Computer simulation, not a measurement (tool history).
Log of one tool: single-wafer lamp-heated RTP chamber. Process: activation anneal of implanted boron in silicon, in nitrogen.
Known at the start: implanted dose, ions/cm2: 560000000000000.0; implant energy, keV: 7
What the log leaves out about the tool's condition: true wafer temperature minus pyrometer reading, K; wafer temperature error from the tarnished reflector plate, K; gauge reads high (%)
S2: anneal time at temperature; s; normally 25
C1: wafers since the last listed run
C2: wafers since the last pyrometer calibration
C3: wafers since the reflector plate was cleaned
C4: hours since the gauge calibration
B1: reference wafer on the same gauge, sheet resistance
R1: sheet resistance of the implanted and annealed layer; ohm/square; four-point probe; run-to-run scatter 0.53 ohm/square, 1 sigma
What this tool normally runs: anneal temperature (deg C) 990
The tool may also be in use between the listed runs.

Run 1, day 0: usual settings; C1 0; C2 332; C3 2944; C4 302; B1 186.77. Result: R1 221.37 ohm/square.
Run 2, day 0.525: usual settings; C1 236; C2 568; C3 3180; C4 314.6; B1 186.81. Result: R1 221.61 ohm/square.
Run 3, day 2.017: usual settings; C1 671; C2 1240; C3 3851; C4 350.4; B1 186.67. Result: R1 221 ohm/square.
Run 4, day 2.875: usual settings but S2 13 s; C1 386; C2 1626; C3 4238; C4 371; B1 186.56. Result: R1 223.54 ohm/square.
Run 5, day 4.254: usual settings but S2 13 s; C1 620; C2 2247; C3 4858; C4 404.1; B1 186.53. Result: R1 223.74 ohm/square.
Run 6, day 4.95: usual settings but S2 32 s; C1 313; C2 2560; C3 5172; C4 420.8; B1 186.42. Result: R1 218.69 ohm/square.
Run 7, day 6.367: usual settings but S2 32 s; C1 637; C2 3198; C3 5809; C4 454.8; B1 186.28. Result: R1 219.68 ohm/square.
Run 8, day 6.996: usual settings but S2 32 s; C1 283; C2 3481; C3 6093; C4 469.9; B1 186.35. Result: R1 219.29 ohm/square.
Run 9, day 7.712: usual settings but anneal temperature (deg C) 981; C1 322; C2 3804; C3 6415; C4 487.1; B1 186.28. Result: R1 224.93 ohm/square.
Run 10, day 8.508: usual settings but anneal temperature (deg C) 981; C1 358; C2 4162; C3 6773; C4 506.2; B1 186.13. Result: R1 224.57 ohm/square.
At day 8.954: reflector plate cleaned.
At day 10.192: pyrometer window cleaned and pyrometer calibrated.
Run 11, day 10.212: usual settings but S2 22 s; C1 466; C2 9; C3 416; C4 547.1; B1 186.16. Result: R1 220.93 ohm/square.
Run 12, day 11.592: usual settings but S2 22 s; C1 620; C2 630; C3 1036; C4 580.2; B1 186.02. Result: R1 219.96 ohm/square.
Run 13, day 12.258: usual settings but S2 22 s; C1 300; C2 930; C3 1336; C4 596.2; B1 186. Result: R1 220.06 ohm/square.
Run 14, day 13.388: usual settings but anneal temperature (deg C) 1002; C1 508; C2 1438; C3 1845; C4 623.3; B1 185.97. Result: R1 216.7 ohm/square.
Run 15, day 15.638: usual settings but anneal temperature (deg C) 1002; C1 1012; C2 2451; C3 2857; C4 677.3; B1 185.97. Result: R1 215.36 ohm/square.
Run 16, day 17.125: usual settings but anneal temperature (deg C) 1002; C1 669; C2 3120; C3 3527; C4 713; B1 185.92. Result: R1 214.74 ohm/square.
Run 17, day 17.862: usual settings but anneal temperature (deg C) 980; C1 331; C2 3452; C3 3859; C4 730.7; B1 185.83. Result: R1 224.66 ohm/square.
Run 18, day 18.508: usual settings but S2 34 s; C1 290; C2 3743; C3 4150; C4 746.2; B1 185.88. Result: R1 218.95 ohm/square.
Run 19, day 19.1: usual settings; C1 266; C2 4009; C3 4416; C4 760.4; B1 185.82. Result: R1 219.69 ohm/square.
At day 20.729: pyrometer window cleaned and pyrometer calibrated.
Run 20, day 20.75: usual settings but anneal temperature (deg C) 975, S2 12 s; C1 592; C2 9; C3 5008; C4 800; B1 185.83. Result: R1 234.97 ohm/square.
Run 21, day 21.504: usual settings but anneal temperature (deg C) 1010; C1 339; C2 349; C3 5348; C4 818.1; B1 185.67. Result: R1 213.31 ohm/square.
Run 22, day 22.317: usual settings; C1 365; C2 714; C3 5714; C4 837.6; B1 185.78. Result: R1 219.2 ohm/square.
Run 23, day 23.467: usual settings; C1 517; C2 1232; C3 6231; C4 865.2; B1 185.7. Result: R1 219.82 ohm/square.
At day 24.571: reflector plate cleaned.
Run 24, day 24.933: usual settings but anneal temperature (deg C) 969, S2 36 s; C1 510; C2 1742; C3 163; C4 900.4; B1 185.8. Result: R1 231.34 ohm/square.
Run 25, day 25.921: usual settings but anneal temperature (deg C) 1009, S2 17 s; C1 444; C2 2187; C3 608; C4 924.1; B1 185.8. Result: R1 215.64 ohm/square.
Run 26, day 27.033: usual settings; C1 500; C2 2687; C3 1109; C4 950.8; B1 185.75. Result: R1 219.56 ohm/square.
Run 27, day 28.008: usual settings but anneal temperature (deg C) 982, S2 17 s; C1 438; C2 3126; C3 1547; C4 974.2; B1 185.73. Result: R1 225.22 ohm/square.
Run 28, day 28.746: usual settings; C1 331; C2 3458; C3 1879; C4 991.9; B1 185.75. Result: R1 219.67 ohm/square.
At day 29.404: pyrometer window cleaned and pyrometer calibrated.
Run 29, day 29.438: usual settings but anneal temperature (deg C) 969; C1 161; C2 14; C3 2041; C4 1008.5; B1 185.75. Result: R1 235.1 ohm/square.
At day 29.629: gauge calibrated.
Run 30, day 30.012: usual settings but anneal temperature (deg C) 968, S2 35 s; C1 258; C2 273; C3 2299; C4 9.2; B1 189.4. Result: R1 236.69 ohm/square.
Run 31, day 31.112: usual settings but anneal temperature (deg C) 1017, S2 38 s; C1 495; C2 768; C3 2795; C4 35.6; B1 189.15. Result: R1 214.68 ohm/square.
Run 32, day 32.462: usual settings but anneal temperature (deg C) 977; C1 607; C2 1376; C3 3402; C4 68; B1 188.83. Result: R1 230.1 ohm/square.
Run 33, day 33.296: usual settings; C1 375; C2 1751; C3 3777; C4 88; B1 188.66. Result: R1 222.19 ohm/square.
Run 34, day 34.654: usual settings but anneal temperature (deg C) 999; C1 611; C2 2362; C3 4389; C4 120.6; B1 188.37. Result: R1 219.9 ohm/square.
Run 35, day 35.238: usual settings but S2 30 s; C1 262; C2 2625; C3 4651; C4 134.6; B1 188.32. Result: R1 221.64 ohm/square.
Run 36, day 36.2: usual settings but anneal temperature (deg C) 980; C1 433; C2 3058; C3 5084; C4 157.7; B1 188.07. Result: R1 227.96 ohm/square.
Run 37, day 37.625: usual settings; C1 641; C2 3700; C3 5726; C4 191.9; B1 188. Result: R1 222.5 ohm/square.

What was the tool's hidden state at every run in the log?
true wafer temperature minus pyrometer reading, K: 0 on each run
wafer temperature error from the tarnished reflector plate, K: 0 on each run
H1: gauge reads high (%)
run       H1
  1    -1.16
  2    -1.18
  3    -1.25
  4    -1.29
  5    -1.35
  6    -1.37
  7    -1.42
  8    -1.44
  9    -1.46
 10    -1.48
 11    -1.52
 12    -1.55
 13    -1.57
 14    -1.59
 15    -1.62
 16    -1.65
 17    -1.66
 18    -1.66
 19    -1.67
 20    -1.69
 21     -1.7
 22     -1.7
 23    -1.71
 24    -1.73
 25    -1.73
 26    -1.74
 27    -1.75
 28    -1.75
 29    -1.75
 30    0.206
 31   0.0652
 32  -0.0921
 33   -0.181
 34   -0.315
 35   -0.368
 36    -0.45
 37   -0.562
